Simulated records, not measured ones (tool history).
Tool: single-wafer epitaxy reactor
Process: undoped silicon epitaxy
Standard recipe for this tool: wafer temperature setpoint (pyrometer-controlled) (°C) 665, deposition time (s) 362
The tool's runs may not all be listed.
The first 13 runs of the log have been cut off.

run     day  wafer temperature setpoint (pyrometer-controlled) (°C)  deposition time (s)  wafers since the last listed run  hours since the last pyrometer calibration  hours since the gauge calibration  read-back reference wafer on the same gauge, thickness_nm  mean film thickness on the monitor wafer (Å)
 14  25.071                                                     665                  362                               257                                      1634.3                                647                                                    101.155                                        965.32
 15  26.075                                                     665                  362                                99                                      1658.4                              671.1                                                    101.233                                        964.87
 16  28.692                                                     665                  333                               258                                      1721.2                              733.9                                                    101.272                                        887.24
 17  31.446                                                     650                  385                               271                                      1787.3                                800                                                    101.189                                        776.58
 18  32.942                                                     665                  362                               147                                      1823.2                              835.9                                                    101.097                                        964.49
 19   34.55                                                     677                  433                               158                                      1861.8                              874.5                                                    101.137                                       1436.08
 20  36.433                                                     656                  362                               185                                        1907                              919.7                                                     101.21                                        818.46
 21  39.392                                                     656                  415                               292                                        1978                              990.7                                                    101.257                                        941.66
 22  40.817                                                     665                  304                               140                                      2012.2                             1024.9                                                    101.153                                        809.24
     42.058  -- gauge calibrated
 23  42.683                                                     665                  362                               184                                        2057                                 15                                                    101.206                                        970.96
 24  45.358                                                     652                  394                               264                                      2121.2                               79.2                                                    101.207                                        830.99
     46.962  -- pyrometer calibrated
 25  48.267                                                     655                  317                               254                                        31.3                                149                                                    101.182                                        677.57
 26  51.133                                                     676                  422                               283                                       100.1                              217.8                                                    101.121                                       1337.98
 27  53.904                                                     654                  388                               273                                       166.6                              284.3                                                    101.262                                        817.44
 28  55.862                                                     658                  423                               193                                       213.6                              331.3                                                    101.213                                        964.74
 29  57.258                                                     657                  362                               137                                       247.1                              364.8                                                    101.187                                        808.25
 30  58.888                                                     665                  362                               160                                       286.2                              403.9                                                    101.233                                        936.18

Branching from run 30: 5 alternative next runs. What would each branch give?
  A  58.908                                                     665                  420                                 2                                       286.7                              404.4                                                          ?                                             ?
  B  58.908                                                     665                  410                                 2                                       286.7                              404.4                                                          ?                                             ?
  C  58.908                                                     659                  340                                 2                                       286.7                              404.4                                                          ?                                             ?
  D  58.908                                                     656                  316                                 2                                       286.7                              404.4                                                          ?                                             ?
  E  58.908                                                     650                  410                                 2                                       286.7                              404.4                                                          ?                                             ?

run  read-back reference wafer on the same gauge, thickness_nm  mean film thickness on the monitor wafer (Å)
  A                                                     101.24                                       1086.85
  B                                                     101.24                                       1060.97
  C                                                     101.24                                        786.76
  D                                                     101.24                                        691.14
  E                                                     101.24                                        800.34
With no hidden state in the tool, these same runs would have given:
run  mean film thickness on the monitor wafer (Å)
  A                                       1066.21
  B                                       1040.82
  C                                        771.65
  D                                        677.79
  E                                        784.71
